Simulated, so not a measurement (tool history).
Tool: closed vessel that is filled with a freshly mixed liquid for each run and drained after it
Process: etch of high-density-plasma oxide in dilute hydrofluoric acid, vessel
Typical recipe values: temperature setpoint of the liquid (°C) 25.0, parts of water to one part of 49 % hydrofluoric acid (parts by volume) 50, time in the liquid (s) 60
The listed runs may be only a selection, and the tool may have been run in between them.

| run | hour | temperature setpoint of the liquid (°C) | parts of water to one part of 49 % hydrofluoric acid (parts by volume) | time in the liquid (s) | read-back film thickness of the high-density-plasma oxide reference wafer, read on the same gauge (nm) | thickness taken off the high-density-plasma oxide on a monitor wafer (nm) |
|---|---|---|---|---|---|---|
| 1 | 0.0 | 25.0 | 50 | 60 | 149.95 | 7.14 |
| 2 | 49.5 | 25.0 | 50 | 60 | 149.97 | 7.21 |
| 3 | 98.5 | 25.0 | 50 | 60 | 150.06 | 7.21 |
| 4 | 163.2 | 25.0 | 50 | 60 | 150.01 | 7.24 |
| 5 | 191.8 | 27.5 | 50 | 60 | 149.96 | 8.01 |
| 6 | 252.2 | 27.5 | 50 | 60 | 150.04 | 7.99 |
| 7 | 309.1 | 25.0 | 50 | 75 | 150.01 | 8.99 |
| 8 | 342.8 | 25.0 | 45 | 60 | 150.00 | 8.12 |
| 9 | 409.4 | 21.5 | 45 | 35 | 150.03 | 4.08 |
| 10 | 475.6 | 25.0 | 60 | 60 | 150.05 | 5.93 |
| 11 | 538.5 | 28.0 | 50 | 85 | 150.00 | 11.52 |
| 12 | 604.4 | 25.0 | 50 | 70 | 149.96 | 8.41 |
| 13 | 638.1 | 21.0 | 40 | 30 | 150.06 | 3.87 |
| 14 | 681.2 | 27.5 | 35 | 70 | 150.04 | 13.52 |
| 15 | 735.9 | 22.0 | 50 | 60 | 149.95 | 6.43 |
| 16 | 778.2 | 25.0 | 50 | 60 | 149.98 | 7.15 |
| 17 | 845.0 | 28.5 | 65 | 80 | 149.97 | 8.26 |
| 18 | 869.4 | 25.0 | 40 | 60 | 149.95 | 9.16 |
| 19 | 935.4 | 21.5 | 50 | 85 | 150.02 | 8.81 |
|  | 963.2 | gauge calibrated |
| 20 | 1006.9 | 20.0 | 50 | 60 | 150.03 | 5.82 |
| 21 | 1037.3 | 26.5 | 30 | 70 | 149.98 | 15.22 |
| 22 | 1068.8 | 25.0 | 50 | 60 | 149.93 | 7.17 |
| 23 | 1117.8 | 25.0 | 50 | 80 | 149.93 | 9.57 |
| 24 | 1189.0 | 22.5 | 45 | 40 | 150.03 | 4.84 |
|  | 1264.8 | hydrofluoric acid flow meter replaced |
| 25 | 1278.5 | 25.0 | 50 | 60 | 150.04 | 7.38 |
| 26 | 1341.1 | 25.0 | 30 | 80 | 149.95 | 16.78 |
| 27 | 1405.6 | 23.0 | 60 | 95 | 150.00 | 8.82 |
| 28 | 1458.2 | 28.0 | 65 | 60 | 150.01 | 6.24 |
| 29 | 1515.8 | 27.5 | 50 | 60 | 149.97 | 8.17 |
| 30 | 1564.0 | 25.0 | 70 | 60 | 149.99 | 5.14 |
| 31 | 1629.9 | 28.5 | 65 | 80 | 150.03 | 8.59 |

Run-by-run hidden state of the tool:
gauge reads high (%): 0, the same for each run
H1: liquid hotter than its thermometer reads (K)
H2: hydrofluoric acid flow below the setpoint (%)
| run | H1 | H2 |
|---|---|---|
| 1 | 0.26 | 0.492 |
| 2 | 0.288 | 0.608 |
| 3 | 0.315 | 0.722 |
| 4 | 0.351 | 0.874 |
| 5 | 0.367 | 0.941 |
| 6 | 0.401 | 1.08 |
| 7 | 0.433 | 1.22 |
| 8 | 0.451 | 1.29 |
| 9 | 0.489 | 1.45 |
| 10 | 0.525 | 1.61 |
| 11 | 0.561 | 1.75 |
| 12 | 0.597 | 1.91 |
| 13 | 0.616 | 1.99 |
| 14 | 0.64 | 2.09 |
| 15 | 0.671 | 2.22 |
| 16 | 0.694 | 2.32 |
| 17 | 0.732 | 2.47 |
| 18 | 0.745 | 2.53 |
| 19 | 0.782 | 2.68 |
| 20 | 0.822 | 2.85 |
| 21 | 0.839 | 2.92 |
| 22 | 0.856 | 3 |
| 23 | 0.884 | 3.11 |
| 24 | 0.923 | 3.28 |
| 25 | 0.973 | 0.407 |
| 26 | 1.01 | 0.554 |
| 27 | 1.04 | 0.705 |
| 28 | 1.07 | 0.828 |
| 29 | 1.11 | 0.963 |
| 30 | 1.13 | 1.08 |
| 31 | 1.17 | 1.23 |

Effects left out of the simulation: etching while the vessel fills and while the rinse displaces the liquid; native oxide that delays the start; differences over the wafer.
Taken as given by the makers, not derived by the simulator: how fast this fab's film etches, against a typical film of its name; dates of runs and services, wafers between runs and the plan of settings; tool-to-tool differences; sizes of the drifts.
